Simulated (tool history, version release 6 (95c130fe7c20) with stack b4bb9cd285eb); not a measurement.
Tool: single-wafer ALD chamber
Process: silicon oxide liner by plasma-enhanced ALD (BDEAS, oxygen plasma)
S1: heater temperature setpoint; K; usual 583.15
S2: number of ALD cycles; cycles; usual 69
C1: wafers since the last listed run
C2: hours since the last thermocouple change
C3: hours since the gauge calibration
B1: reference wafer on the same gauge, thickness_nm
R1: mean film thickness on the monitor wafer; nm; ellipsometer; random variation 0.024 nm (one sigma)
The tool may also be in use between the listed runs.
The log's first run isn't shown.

run 2 day=0.696 | S1=583.15 S2=69 | C1=52 C2=1885.9 C3=752.8 | B1=4.939 | R1=5.765
run 3 day=2.188 | S1=583.15 S2=66 | C1=113 C2=1921.7 C3=788.6 | B1=4.938 | R1=5.527
run 4 day=2.738 | S1=583.15 S2=66 | C1=41 C2=1934.9 C3=801.8 | B1=4.941 | R1=5.531
run 5 day=3.362 | S1=583.15 S2=66 | C1=47 C2=1949.9 C3=816.8 | B1=4.935 | R1=5.522
run 6 day=4.046 | S1=583.15 S2=69 | C1=51 C2=1966.3 C3=833.2 | B1=4.938 | R1=5.743
run 7 day=4.817 | S1=583.15 S2=69 | C1=58 C2=1984.8 C3=851.7 | B1=4.944 | R1=5.743
run 8 day=5.583 | S1=583.15 S2=69 | C1=58 C2=2003.2 C3=870.1 | B1=4.939 | R1=5.754
run 9 day=6.588 | S1=583.15 S2=69 | C1=76 C2=2027.3 C3=894.2 | B1=4.939 | R1=5.770
run 10 day=7.308 | S1=583.15 S2=69 | C1=54 C2=2044.6 C3=911.5 | B1=4.942 | R1=5.753
run 11 day=8.117 | S1=583.15 S2=69 | C1=61 C2=2064.0 C3=930.9 | B1=4.943 | R1=5.806
run 12 day=8.712 | S1=572.15 S2=69 | C1=45 C2=2078.3 C3=945.2 | B1=4.943 | R1=5.900
run 13 day=9.412 | S1=572.15 S2=69 | C1=53 C2=2095.1 C3=962.0 | B1=4.944 | R1=5.924
run 14 day=10.188 | S1=583.15 S2=64 | C1=58 C2=2113.7 C3=980.6 | B1=4.942 | R1=5.386
run 15 day=11.621 | S1=583.15 S2=64 | C1=108 C2=2148.1 C3=1015.0 | B1=4.933 | R1=5.310
run 16 day=12.704 | S1=583.15 S2=64 | C1=82 C2=2174.1 C3=1041.0 | B1=4.937 | R1=5.358
run 17 day=14.038 | S1=583.15 S2=69 | C1=101 C2=2206.1 C3=1073.0 | B1=4.936 | R1=5.763
-- day=14.204 gauge calibrated
run 18 day=14.717 | S1=583.15 S2=69 | C1=51 C2=2222.4 C3=12.3 | B1=4.937 | R1=5.771
run 19 day=15.829 | S1=583.15 S2=80 | C1=84 C2=2249.1 C3=39.0 | B1=4.940 | R1=6.683
run 20 day=17.212 | S1=583.15 S2=81 | C1=104 C2=2282.3 C3=72.2 | B1=4.945 | R1=6.821
run 21 day=18.096 | S1=583.15 S2=69 | C1=66 C2=2303.5 C3=93.4 | B1=4.939 | R1=5.765
run 22 day=19.117 | S1=583.15 S2=55 | C1=77 C2=2328.0 C3=117.9 | B1=4.942 | R1=4.607
run 23 day=20.617 | S1=578.15 S2=63 | C1=113 C2=2364.0 C3=153.9 | B1=4.946 | R1=5.281

Run 24 comes next. What will it give?
run 24 day=21.321 | S1=577.15 S2=69 | C1=53 C2=2380.9 C3=170.8 | B1=? | R1=?

Run 24 gave B1 4.943, R1 5.814 nm.
Without the tool's hidden state the same run would have given R1 5.814 nm.
